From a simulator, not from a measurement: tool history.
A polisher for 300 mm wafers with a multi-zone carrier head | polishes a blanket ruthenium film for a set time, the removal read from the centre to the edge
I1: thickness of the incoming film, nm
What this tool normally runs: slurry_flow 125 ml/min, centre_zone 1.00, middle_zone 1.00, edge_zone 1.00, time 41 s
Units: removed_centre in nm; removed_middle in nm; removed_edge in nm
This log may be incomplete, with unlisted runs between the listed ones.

{"run": 1, "hour": 0.0, "slurry_flow": 125, "centre_zone": 1.0, "middle_zone": 1.0, "edge_zone": 1.0, "time": 41, "I1": 318.3, "removed_centre": 36.3, "removed_middle": 34.0, "removed_edge": 34.9}
{"run": 2, "hour": 15.0, "slurry_flow": 125, "centre_zone": 1.0, "middle_zone": 1.0, "edge_zone": 1.0, "time": 41, "I1": 326.2, "removed_centre": 36.2, "removed_middle": 33.6, "removed_edge": 34.5}
{"run": 3, "hour": 39.0, "slurry_flow": 125, "centre_zone": 1.0, "middle_zone": 1.0, "edge_zone": 1.0, "time": 41, "I1": 321.5, "removed_centre": 35.4, "removed_middle": 33.0, "removed_edge": 33.9}
{"hour": 57.1, "done": "worn pad replaced by a new one"}
{"run": 4, "hour": 65.4, "slurry_flow": 125, "centre_zone": 1.0, "middle_zone": 1.0, "edge_zone": 1.0, "time": 41, "I1": 324.7, "removed_centre": 37.3, "removed_middle": 34.9, "removed_edge": 35.5}
{"run": 5, "hour": 88.7, "slurry_flow": 125, "centre_zone": 1.0, "middle_zone": 1.0, "edge_zone": 1.0, "time": 41, "I1": 321.6, "removed_centre": 36.9, "removed_middle": 33.9, "removed_edge": 34.1}
{"run": 6, "hour": 115.8, "slurry_flow": 125, "centre_zone": 1.0, "middle_zone": 1.0, "edge_zone": 1.0, "time": 41, "I1": 324.3, "removed_centre": 36.0, "removed_middle": 33.3, "removed_edge": 34.3}
{"hour": 148.8, "done": "carrier head's membrane replaced by a new one"}
{"hour": 149.5, "done": "worn pad replaced by a new one"}
{"run": 7, "hour": 150.0, "slurry_flow": 125, "centre_zone": 1.0, "middle_zone": 1.0, "edge_zone": 1.0, "time": 41, "I1": 318.2, "removed_centre": 37.7, "removed_middle": 34.6, "removed_edge": 34.5}
{"run": 8, "hour": 162.8, "slurry_flow": 125, "centre_zone": 1.0, "middle_zone": 1.0, "edge_zone": 1.0, "time": 41, "I1": 324.2, "removed_centre": 37.5, "removed_middle": 33.9, "removed_edge": 35.1}
{"run": 9, "hour": 182.0, "slurry_flow": 125, "centre_zone": 1.0, "middle_zone": 1.0, "edge_zone": 1.0, "time": 41, "I1": 320.0, "removed_centre": 36.8, "removed_middle": 33.5, "removed_edge": 33.9}
{"hour": 240.2, "done": "worn pad replaced by a new one"}
{"hour": 246.3, "done": "centre zone pressure recalibrated"}
{"hour": 256.7, "done": "edge zone pressure recalibrated"}
{"run": 10, "hour": 282.5, "slurry_flow": 125, "centre_zone": 1.0, "middle_zone": 1.07, "edge_zone": 1.0, "time": 41, "I1": 314.7, "removed_centre": 33.3, "removed_middle": 35.8, "removed_edge": 34.0}
{"hour": 286.1, "done": "slurry nozzle cleaned"}
{"hour": 312.8, "done": "worn pad replaced by a new one"}
{"run": 11, "hour": 318.3, "slurry_flow": 125, "centre_zone": 0.95, "middle_zone": 1.0, "edge_zone": 1.0, "time": 49, "I1": 325.3, "removed_centre": 39.4, "removed_middle": 40.8, "removed_edge": 41.4}
{"run": 12, "hour": 364.4, "slurry_flow": 165, "centre_zone": 1.03, "middle_zone": 1.0, "edge_zone": 1.0, "time": 48, "I1": 324.2, "removed_centre": 42.6, "removed_middle": 41.3, "removed_edge": 42.1}
{"run": 13, "hour": 386.5, "slurry_flow": 125, "centre_zone": 1.09, "middle_zone": 1.1, "edge_zone": 1.08, "time": 29, "I1": 318.9, "removed_centre": 25.5, "removed_middle": 25.5, "removed_edge": 25.1}
{"hour": 394.7, "done": "worn pad replaced by a new one"}
{"run": 14, "hour": 406.7, "slurry_flow": 125, "centre_zone": 1.0, "middle_zone": 1.0, "edge_zone": 1.12, "time": 41, "I1": 316.9, "removed_centre": 35.5, "removed_middle": 34.5, "removed_edge": 37.5}

Below are 5 alternative next runs, each starting from the tool's condition after run 14. Predict each:
{"run": "A", "hour": 407.1, "slurry_flow": 125, "centre_zone": 1.0, "middle_zone": 1.0, "edge_zone": 1.0, "time": 41, "I1": 321.8, "removed_centre": "?", "removed_middle": "?", "removed_edge": "?"}
{"run": "B", "hour": 407.1, "slurry_flow": 165, "centre_zone": 1.11, "middle_zone": 0.95, "edge_zone": 0.94, "time": 41, "I1": 321.8, "removed_centre": "?", "removed_middle": "?", "removed_edge": "?"}
{"run": "C", "hour": 407.1, "slurry_flow": 125, "centre_zone": 0.93, "middle_zone": 1.0, "edge_zone": 1.0, "time": 41, "I1": 321.8, "removed_centre": "?", "removed_middle": "?", "removed_edge": "?"}
{"run": "D", "hour": 407.1, "slurry_flow": 125, "centre_zone": 1.0, "middle_zone": 1.0, "edge_zone": 1.04, "time": 31, "I1": 321.8, "removed_centre": "?", "removed_middle": "?", "removed_edge": "?"}
{"run": "E", "hour": 407.1, "slurry_flow": 125, "centre_zone": 1.0, "middle_zone": 1.0, "edge_zone": 0.96, "time": 41, "I1": 321.8, "removed_centre": "?", "removed_middle": "?", "removed_edge": "?"}

run=A removed_centre=34.7 removed_middle=34.3 removed_edge=35.3
run=B removed_centre=40.6 removed_middle=34.5 removed_edge=35.5
run=C removed_centre=32.2 removed_middle=34.4 removed_edge=35.3
run=D removed_centre=26.2 removed_middle=26.0 removed_edge=27.2
run=E removed_centre=34.7 removed_middle=34.3 removed_edge=34.6
The same runs, with their run-to-run variation unchanged, on a tool lacking any hidden condition would have given:
run=A removed_centre=34.8 removed_middle=34.7 removed_edge=35.7
run=B removed_centre=40.7 removed_middle=34.8 removed_edge=35.8
run=C removed_centre=32.3 removed_middle=34.7 removed_edge=35.7
run=D removed_centre=26.3 removed_middle=26.3 removed_edge=27.5
run=E removed_centre=34.8 removed_middle=34.7 removed_edge=35.0
